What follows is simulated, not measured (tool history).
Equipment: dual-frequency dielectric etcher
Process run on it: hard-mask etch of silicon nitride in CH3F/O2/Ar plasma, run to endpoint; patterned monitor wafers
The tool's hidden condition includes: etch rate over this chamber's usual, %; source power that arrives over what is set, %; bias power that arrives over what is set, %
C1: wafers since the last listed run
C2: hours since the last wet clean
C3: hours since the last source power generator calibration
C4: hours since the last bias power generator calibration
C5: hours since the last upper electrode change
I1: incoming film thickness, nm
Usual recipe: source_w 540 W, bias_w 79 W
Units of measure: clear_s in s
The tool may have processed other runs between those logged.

Run 1, hour 0.0: usual settings; C1 0; C2 286.9; C3 4050.6; C4 1543.8; C5 3347.6; I1 41.28. Result: clear_s 48.1 s.
Run 2, hour 23.2: usual settings; C1 295; C2 310.1; C3 4073.8; C4 1567.0; C5 3370.8; I1 41.38. Result: clear_s 47.7 s.
Run 3, hour 91.8: usual settings; C1 872; C2 378.7; C3 4142.4; C4 1635.6; C5 3439.4; I1 41.25. Result: clear_s 47.4 s.
Run 4, hour 126.0: usual settings; C1 435; C2 412.9; C3 4176.6; C4 1669.8; C5 3473.6; I1 41.23. Result: clear_s 47.0 s.
Run 5, hour 149.0: usual settings; C1 292; C2 435.9; C3 4199.6; C4 1692.8; C5 3496.6; I1 41.24. Result: clear_s 47.5 s.
Run 6, hour 178.5: usual settings; C1 375; C2 465.4; C3 4229.1; C4 1722.3; C5 3526.1; I1 41.22. Result: clear_s 47.1 s.
At hour 193.6: source power generator calibrated.
At hour 200.4: bias power generator calibrated.
Run 7, hour 200.9: usual settings; C1 183; C2 487.8; C3 7.3; C4 0.5; C5 3548.5; I1 41.38. Result: clear_s 46.8 s.
Run 8, hour 220.7: usual settings but bias_w 92 W; C1 251; C2 507.6; C3 27.1; C4 20.3; C5 3568.3; I1 41.24. Result: clear_s 43.9 s.
Run 9, hour 238.6: usual settings; C1 227; C2 525.5; C3 45.0; C4 38.2; C5 3586.2; I1 41.06. Result: clear_s 46.5 s.
At hour 271.8: upper electrode replaced.
Run 10, hour 272.3: usual settings but bias_w 71 W; C1 123; C2 559.2; C3 78.7; C4 71.9; C5 0.5; I1 41.12. Result: clear_s 48.6 s.
At hour 308.2: wet clean of the chamber.
Run 11, hour 308.7: usual settings but source_w 610 W, bias_w 92 W; C1 157; C2 0.5; C3 115.1; C4 108.3; C5 36.9; I1 41.33. Result: clear_s 44.5 s.
Run 12, hour 314.4: usual settings; C1 72; C2 6.2; C3 120.8; C4 114.0; C5 42.6; I1 40.99. Result: clear_s 48.9 s.
Run 13, hour 339.0: usual settings but bias_w 85 W; C1 312; C2 30.8; C3 145.4; C4 138.6; C5 67.2; I1 41.31. Result: clear_s 47.5 s.

Run 14 is up next; what results do you expect?
Run 14, hour 366.3: usual settings but source_w 630 W, bias_w 87 W; C1 347; C2 58.1; C3 172.7; C4 165.9; C5 94.5; I1 41.34. Result: clear_s ?.

clear_s: 44.8 s
With no hidden state in the tool, this same run would have given clear_s 44.8 s.
